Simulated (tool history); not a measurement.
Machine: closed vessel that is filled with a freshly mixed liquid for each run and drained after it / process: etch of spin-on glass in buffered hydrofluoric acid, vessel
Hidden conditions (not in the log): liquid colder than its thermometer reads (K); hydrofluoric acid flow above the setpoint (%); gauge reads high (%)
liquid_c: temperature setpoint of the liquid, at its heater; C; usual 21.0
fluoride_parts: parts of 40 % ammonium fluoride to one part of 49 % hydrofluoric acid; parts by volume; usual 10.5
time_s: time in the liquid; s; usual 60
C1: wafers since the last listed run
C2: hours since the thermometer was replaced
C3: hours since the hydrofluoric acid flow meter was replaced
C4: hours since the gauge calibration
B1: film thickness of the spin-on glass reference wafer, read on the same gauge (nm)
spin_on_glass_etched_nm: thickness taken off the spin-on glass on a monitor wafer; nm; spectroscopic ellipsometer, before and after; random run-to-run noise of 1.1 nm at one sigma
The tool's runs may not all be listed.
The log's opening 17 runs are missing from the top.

{"run": 18, "hour": 466.4, "liquid_c": 21.0, "fluoride_parts": 10.5, "time_s": 60, "C1": 1759, "C2": 92.3, "C3": 1807.4, "C4": 380.1, "B1": 100.0, "spin_on_glass_etched_nm": 136.78}
{"run": 19, "hour": 491.7, "liquid_c": 21.0, "fluoride_parts": 10.5, "time_s": 60, "C1": 1556, "C2": 117.6, "C3": 1832.7, "C4": 405.4, "B1": 100.0, "spin_on_glass_etched_nm": 135.61}
{"run": 20, "hour": 511.2, "liquid_c": 23.5, "fluoride_parts": 13.0, "time_s": 90, "C1": 1199, "C2": 137.1, "C3": 1852.2, "C4": 424.9, "B1": 100.03, "spin_on_glass_etched_nm": 197.11}
{"run": 21, "hour": 545.2, "liquid_c": 21.0, "fluoride_parts": 8.0, "time_s": 70, "C1": 2092, "C2": 171.1, "C3": 1886.2, "C4": 458.9, "B1": 99.97, "spin_on_glass_etched_nm": 210.68}
{"hour": 562.8, "done": "gauge calibrated"}
{"run": 22, "hour": 568.1, "liquid_c": 21.0, "fluoride_parts": 10.5, "time_s": 60, "C1": 1409, "C2": 194.0, "C3": 1909.1, "C4": 5.3, "B1": 100.0, "spin_on_glass_etched_nm": 135.82}
{"run": 23, "hour": 585.1, "liquid_c": 24.0, "fluoride_parts": 7.5, "time_s": 70, "C1": 1046, "C2": 211.0, "C3": 1926.1, "C4": 22.3, "B1": 99.97, "spin_on_glass_etched_nm": 263.76}
{"run": 24, "hour": 619.6, "liquid_c": 24.5, "fluoride_parts": 13.5, "time_s": 30, "C1": 2122, "C2": 245.5, "C3": 1960.6, "C4": 56.8, "B1": 99.99, "spin_on_glass_etched_nm": 66.35}
{"run": 25, "hour": 648.1, "liquid_c": 21.0, "fluoride_parts": 12.5, "time_s": 60, "C1": 1753, "C2": 274.0, "C3": 1989.1, "C4": 85.3, "B1": 99.98, "spin_on_glass_etched_nm": 117.64}
{"hour": 666.9, "done": "hydrofluoric acid flow meter replaced"}
{"run": 26, "hour": 673.5, "liquid_c": 18.0, "fluoride_parts": 10.5, "time_s": 60, "C1": 1501, "C2": 299.4, "C3": 6.6, "C4": 110.7, "B1": 100.02, "spin_on_glass_etched_nm": 104.2}
{"run": 27, "hour": 715.5, "liquid_c": 21.0, "fluoride_parts": 10.5, "time_s": 60, "C1": 2584, "C2": 341.4, "C3": 48.6, "C4": 152.7, "B1": 99.98, "spin_on_glass_etched_nm": 123.58}
{"run": 28, "hour": 746.6, "liquid_c": 21.0, "fluoride_parts": 10.5, "time_s": 60, "C1": 1913, "C2": 372.5, "C3": 79.7, "C4": 183.8, "B1": 99.99, "spin_on_glass_etched_nm": 120.58}
{"run": 29, "hour": 764.1, "liquid_c": 24.0, "fluoride_parts": 14.0, "time_s": 95, "C1": 1076, "C2": 390.0, "C3": 97.2, "C4": 201.3, "B1": 99.98, "spin_on_glass_etched_nm": 171.74}
{"run": 30, "hour": 777.2, "liquid_c": 21.0, "fluoride_parts": 13.0, "time_s": 45, "C1": 806, "C2": 403.1, "C3": 110.3, "C4": 214.4, "B1": 100.0, "spin_on_glass_etched_nm": 74.92}
{"run": 31, "hour": 809.7, "liquid_c": 21.0, "fluoride_parts": 10.5, "time_s": 30, "C1": 1999, "C2": 435.6, "C3": 142.8, "C4": 246.9, "B1": 100.0, "spin_on_glass_etched_nm": 60.73}
{"run": 32, "hour": 899.0, "liquid_c": 21.0, "fluoride_parts": 13.0, "time_s": 40, "C1": 5494, "C2": 524.9, "C3": 232.1, "C4": 336.2, "B1": 99.97, "spin_on_glass_etched_nm": 65.59}
{"hour": 913.6, "done": "thermometer replaced"}
{"run": 33, "hour": 923.5, "liquid_c": 21.0, "fluoride_parts": 10.5, "time_s": 60, "C1": 1446, "C2": 9.9, "C3": 256.6, "C4": 360.7, "B1": 99.99, "spin_on_glass_etched_nm": 126.87}

Below are 3 alternative next runs, each starting from the tool's condition after run 33. Predict each:
{"run": "A", "hour": 924.2, "liquid_c": 22.5, "fluoride_parts": 10.5, "time_s": 60, "C1": 43, "C2": 10.6, "C3": 257.3, "C4": 361.4, "B1": "?", "spin_on_glass_etched_nm": "?"}
{"run": "B", "hour": 924.2, "liquid_c": 21.0, "fluoride_parts": 7.5, "time_s": 40, "C1": 43, "C2": 10.6, "C3": 257.3, "C4": 361.4, "B1": "?", "spin_on_glass_etched_nm": "?"}
{"run": "C", "hour": 924.2, "liquid_c": 21.0, "fluoride_parts": 13.5, "time_s": 60, "C1": 43, "C2": 10.6, "C3": 257.3, "C4": 361.4, "B1": "?", "spin_on_glass_etched_nm": "?"}

run=A B1=99.98 spin_on_glass_etched_nm=141.31
run=B B1=99.98 spin_on_glass_etched_nm=118.72
run=C B1=99.98 spin_on_glass_etched_nm=101.73
Stripped of hidden state, with their random variation kept, the same runs would have yielded:
run=A spin_on_glass_etched_nm=138.73
run=B spin_on_glass_etched_nm=116.23
run=C spin_on_glass_etched_nm=99.86

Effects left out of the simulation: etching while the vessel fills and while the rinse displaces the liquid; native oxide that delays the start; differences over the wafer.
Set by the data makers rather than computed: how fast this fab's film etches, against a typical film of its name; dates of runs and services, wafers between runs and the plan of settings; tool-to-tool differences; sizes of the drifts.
